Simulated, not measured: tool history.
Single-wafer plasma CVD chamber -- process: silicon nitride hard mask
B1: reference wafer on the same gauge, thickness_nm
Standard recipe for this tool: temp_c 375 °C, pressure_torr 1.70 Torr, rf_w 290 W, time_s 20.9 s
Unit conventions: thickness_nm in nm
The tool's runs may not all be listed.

run 1 hour=0.0 | temp_c=364 pressure_torr=1.70 rf_w=290 time_s=17.8 | B1=22.593 | thickness_nm=17.414
run 2 hour=28.4 | temp_c=381 pressure_torr=1.70 rf_w=290 time_s=18.5 | B1=22.596 | thickness_nm=18.103
run 3 hour=69.3 | temp_c=381 pressure_torr=1.70 rf_w=290 time_s=18.5 | B1=22.590 | thickness_nm=18.170
run 4 hour=95.3 | temp_c=381 pressure_torr=1.70 rf_w=290 time_s=18.5 | B1=22.585 | thickness_nm=18.096
run 5 hour=142.3 | temp_c=375 pressure_torr=1.70 rf_w=290 time_s=20.9 | B1=22.630 | thickness_nm=20.574
run 6 hour=184.9 | temp_c=375 pressure_torr=1.70 rf_w=290 time_s=20.9 | B1=22.602 | thickness_nm=20.288
run 7 hour=231.1 | temp_c=375 pressure_torr=1.70 rf_w=290 time_s=20.9 | B1=22.610 | thickness_nm=20.305
-- hour=259.7 thermocouple changed; heater temperature recalibrated
run 8 hour=263.1 | temp_c=370 pressure_torr=2.06 rf_w=290 time_s=16.7 | B1=22.608 | thickness_nm=17.183
-- hour=324.0 RF generator calibrated
run 9 hour=325.8 | temp_c=380 pressure_torr=1.37 rf_w=290 time_s=22.1 | B1=22.594 | thickness_nm=21.883
run 10 hour=364.6 | temp_c=375 pressure_torr=1.70 rf_w=290 time_s=17.4 | B1=22.613 | thickness_nm=18.038
run 11 hour=411.3 | temp_c=375 pressure_torr=1.70 rf_w=290 time_s=19.7 | B1=22.571 | thickness_nm=20.404
-- hour=449.9 gauge calibrated
run 12 hour=455.1 | temp_c=375 pressure_torr=1.70 rf_w=290 time_s=20.9 | B1=22.579 | thickness_nm=21.465
-- hour=533.4 capacitance manometer re-zeroed and calibrated
run 13 hour=533.9 | temp_c=375 pressure_torr=1.70 rf_w=290 time_s=20.9 | B1=22.640 | thickness_nm=21.252
-- hour=579.6 showerhead replaced
run 14 hour=729.1 | temp_c=375 pressure_torr=1.91 rf_w=270 time_s=24.5 | B1=22.625 | thickness_nm=23.802
run 15 hour=782.3 | temp_c=386 pressure_torr=1.70 rf_w=240 time_s=20.9 | B1=22.598 | thickness_nm=17.994

Some steps in thickness_nm between neighbouring runs. How much of each would the tool show without its hidden state too (settings, what came in, random variation), and how much is left for the hidden state, with any gauge scatter that isn't in both results?
Hidden state present: wafer temperature above the value expected at the setpoint (K); delivered RF power above the setpoint (%); true pressure above the setpoint (%); gauge reads high (%).
Run 8 -> 9: temp_c 370 -> 380, pressure_torr 2.06 -> 1.37, time_s 16.7 -> 22.1, RF generator calibrated. thickness_nm +4.700 nm: hidden state +1.059, all else +3.641.
Run 14 -> 15: temp_c 375 -> 386, pressure_torr 1.91 -> 1.70, rf_w 270 -> 240, time_s 24.5 -> 20.9. thickness_nm -5.808 nm: hidden state +0.214, all else -6.022.
